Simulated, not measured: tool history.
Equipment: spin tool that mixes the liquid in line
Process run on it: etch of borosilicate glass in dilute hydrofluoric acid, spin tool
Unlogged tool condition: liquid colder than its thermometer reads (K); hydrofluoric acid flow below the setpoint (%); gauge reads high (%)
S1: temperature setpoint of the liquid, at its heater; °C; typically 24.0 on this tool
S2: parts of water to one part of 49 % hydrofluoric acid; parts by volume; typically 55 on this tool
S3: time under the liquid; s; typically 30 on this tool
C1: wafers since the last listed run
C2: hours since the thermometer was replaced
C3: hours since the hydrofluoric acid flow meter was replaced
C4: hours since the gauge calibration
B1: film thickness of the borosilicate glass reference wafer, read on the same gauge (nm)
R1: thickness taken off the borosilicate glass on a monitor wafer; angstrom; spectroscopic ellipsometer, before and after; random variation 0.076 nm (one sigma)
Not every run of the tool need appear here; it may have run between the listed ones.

{"run": 1, "hour": 0.0, "S1": 24.0, "S2": 55, "S3": 45, "C1": 0, "C2": 1630.5, "C3": 467.5, "C4": 879.4, "B1": 129.99, "R1": 244.0}
{"run": 2, "hour": 102.2, "S1": 21.0, "S2": 55, "S3": 30, "C1": 1106, "C2": 1732.7, "C3": 569.7, "C4": 981.6, "B1": 130.0, "R1": 145.0}
{"run": 3, "hour": 201.3, "S1": 24.0, "S2": 55, "S3": 30, "C1": 1072, "C2": 1831.8, "C3": 668.8, "C4": 1080.7, "B1": 130.01, "R1": 164.2}
{"run": 4, "hour": 250.2, "S1": 24.0, "S2": 55, "S3": 30, "C1": 529, "C2": 1880.7, "C3": 717.7, "C4": 1129.6, "B1": 130.02, "R1": 162.5}
{"run": 5, "hour": 315.8, "S1": 24.0, "S2": 55, "S3": 30, "C1": 710, "C2": 1946.3, "C3": 783.3, "C4": 1195.2, "B1": 129.99, "R1": 164.1}
{"run": 6, "hour": 403.0, "S1": 24.0, "S2": 55, "S3": 30, "C1": 944, "C2": 2033.5, "C3": 870.5, "C4": 1282.4, "B1": 130.01, "R1": 162.7}
{"run": 7, "hour": 476.7, "S1": 24.0, "S2": 55, "S3": 30, "C1": 797, "C2": 2107.2, "C3": 944.2, "C4": 1356.1, "B1": 130.02, "R1": 161.9}
{"run": 8, "hour": 550.5, "S1": 24.0, "S2": 55, "S3": 30, "C1": 798, "C2": 2181.0, "C3": 1018.0, "C4": 1429.9, "B1": 130.01, "R1": 162.2}
{"run": 9, "hour": 592.2, "S1": 24.0, "S2": 55, "S3": 30, "C1": 451, "C2": 2222.7, "C3": 1059.7, "C4": 1471.6, "B1": 130.0, "R1": 162.7}
{"run": 10, "hour": 670.3, "S1": 24.0, "S2": 65, "S3": 30, "C1": 845, "C2": 2300.8, "C3": 1137.8, "C4": 1549.7, "B1": 130.01, "R1": 135.6}
{"run": 11, "hour": 732.2, "S1": 24.0, "S2": 65, "S3": 30, "C1": 670, "C2": 2362.7, "C3": 1199.7, "C4": 1611.6, "B1": 130.01, "R1": 134.8}
{"run": 12, "hour": 792.2, "S1": 24.0, "S2": 55, "S3": 30, "C1": 649, "C2": 2422.7, "C3": 1259.7, "C4": 1671.6, "B1": 130.01, "R1": 160.8}
{"hour": 912.4, "done": "thermometer replaced"}
{"hour": 924.0, "done": "gauge calibrated"}
{"run": 13, "hour": 1006.9, "S1": 24.0, "S2": 55, "S3": 15, "C1": 2313, "C2": 94.5, "C3": 1474.4, "C4": 82.9, "B1": 130.03, "R1": 81.1}
{"run": 14, "hour": 1055.4, "S1": 24.0, "S2": 55, "S3": 15, "C1": 525, "C2": 143.0, "C3": 1522.9, "C4": 131.4, "B1": 129.98, "R1": 81.5}
{"run": 15, "hour": 1144.8, "S1": 24.0, "S2": 55, "S3": 30, "C1": 967, "C2": 232.4, "C3": 1612.3, "C4": 220.8, "B1": 130.02, "R1": 162.3}
{"run": 16, "hour": 1192.1, "S1": 24.0, "S2": 55, "S3": 30, "C1": 512, "C2": 279.7, "C3": 1659.6, "C4": 268.1, "B1": 130.0, "R1": 162.6}
{"run": 17, "hour": 1233.9, "S1": 27.5, "S2": 55, "S3": 50, "C1": 452, "C2": 321.5, "C3": 1701.4, "C4": 309.9, "B1": 130.0, "R1": 310.1}
{"run": 18, "hour": 1275.7, "S1": 24.0, "S2": 55, "S3": 20, "C1": 452, "C2": 363.3, "C3": 1743.2, "C4": 351.7, "B1": 130.0, "R1": 108.1}
{"run": 19, "hour": 1365.5, "S1": 21.5, "S2": 30, "S3": 40, "C1": 972, "C2": 453.1, "C3": 1833.0, "C4": 441.5, "B1": 129.99, "R1": 367.8}
{"run": 20, "hour": 1401.9, "S1": 24.0, "S2": 55, "S3": 30, "C1": 394, "C2": 489.5, "C3": 1869.4, "C4": 477.9, "B1": 130.01, "R1": 160.8}
{"run": 21, "hour": 1475.9, "S1": 19.0, "S2": 80, "S3": 20, "C1": 801, "C2": 563.5, "C3": 1943.4, "C4": 551.9, "B1": 130.01, "R1": 58.4}
{"run": 22, "hour": 1582.0, "S1": 24.0, "S2": 55, "S3": 30, "C1": 1148, "C2": 669.6, "C3": 2049.5, "C4": 658.0, "B1": 129.99, "R1": 161.8}
{"run": 23, "hour": 1748.9, "S1": 24.0, "S2": 55, "S3": 30, "C1": 1806, "C2": 836.5, "C3": 2216.4, "C4": 824.9, "B1": 130.0, "R1": 159.6}
{"hour": 1756.7, "done": "hydrofluoric acid flow meter replaced"}
{"run": 24, "hour": 1809.4, "S1": 24.0, "S2": 55, "S3": 50, "C1": 644, "C2": 897.0, "C3": 52.7, "C4": 885.4, "B1": 130.03, "R1": 271.7}
{"run": 25, "hour": 1894.0, "S1": 26.5, "S2": 40, "S3": 30, "C1": 915, "C2": 981.6, "C3": 137.3, "C4": 970.0, "B1": 130.0, "R1": 254.1}
{"run": 26, "hour": 1983.9, "S1": 20.5, "S2": 75, "S3": 40, "C1": 973, "C2": 1071.5, "C3": 227.2, "C4": 1059.9, "B1": 130.0, "R1": 135.0}
{"run": 27, "hour": 2080.0, "S1": 24.0, "S2": 55, "S3": 30, "C1": 1040, "C2": 1167.6, "C3": 323.3, "C4": 1156.0, "B1": 129.99, "R1": 163.8}
{"run": 28, "hour": 2168.0, "S1": 28.0, "S2": 55, "S3": 45, "C1": 952, "C2": 1255.6, "C3": 411.3, "C4": 1244.0, "B1": 130.01, "R1": 287.6}
{"run": 29, "hour": 2242.0, "S1": 21.5, "S2": 40, "S3": 15, "C1": 801, "C2": 1329.6, "C3": 485.3, "C4": 1318.0, "B1": 130.01, "R1": 103.6}
{"run": 30, "hour": 2321.3, "S1": 24.0, "S2": 55, "S3": 15, "C1": 858, "C2": 1408.9, "C3": 564.6, "C4": 1397.3, "B1": 130.01, "R1": 82.5}
{"run": 31, "hour": 2423.5, "S1": 28.5, "S2": 40, "S3": 20, "C1": 1106, "C2": 1511.1, "C3": 666.8, "C4": 1499.5, "B1": 130.02, "R1": 183.4}
{"run": 32, "hour": 2533.6, "S1": 25.5, "S2": 65, "S3": 30, "C1": 1191, "C2": 1621.2, "C3": 776.9, "C4": 1609.6, "B1": 129.99, "R1": 146.0}
{"run": 33, "hour": 2619.9, "S1": 24.0, "S2": 55, "S3": 30, "C1": 934, "C2": 1707.5, "C3": 863.2, "C4": 1695.9, "B1": 130.01, "R1": 162.7}
{"hour": 2696.5, "done": "gauge calibrated"}
{"run": 34, "hour": 2719.5, "S1": 27.5, "S2": 45, "S3": 30, "C1": 1078, "C2": 1807.1, "C3": 962.8, "C4": 23.0, "B1": 130.0, "R1": 231.8}

Table of differences, measured result less the result of that run with no hidden state. Run-to-run variation is the same in both. Gauge scatter possibly is not:
run=1 R1=-1.7
run=2 R1=-1.1
run=3 R1=-1.4
run=4 R1=-1.6
run=5 R1=-1.6
run=6 R1=-1.8
run=7 R1=-1.9
run=8 R1=-1.9
run=9 R1=-2.0
run=10 R1=-1.8
run=11 R1=-1.9
run=12 R1=-2.4
run=13 R1=-1.4
run=14 R1=-1.4
run=15 R1=-2.9
run=16 R1=-3.0
run=17 R1=-5.9
run=18 R1=-2.0
run=19 R1=-7.2
run=20 R1=-3.3
run=21 R1=-1.2
run=22 R1=-3.6
run=23 R1=-3.8
run=24 R1=-1.1
run=25 R1=-1.3
run=26 R1=-0.8
run=27 R1=-1.1
run=28 R1=-2.2
run=29 R1=-0.9
run=30 R1=-0.7
run=31 R1=-1.8
run=32 R1=-1.6
run=33 R1=-2.0
run=34 R1=-3.0

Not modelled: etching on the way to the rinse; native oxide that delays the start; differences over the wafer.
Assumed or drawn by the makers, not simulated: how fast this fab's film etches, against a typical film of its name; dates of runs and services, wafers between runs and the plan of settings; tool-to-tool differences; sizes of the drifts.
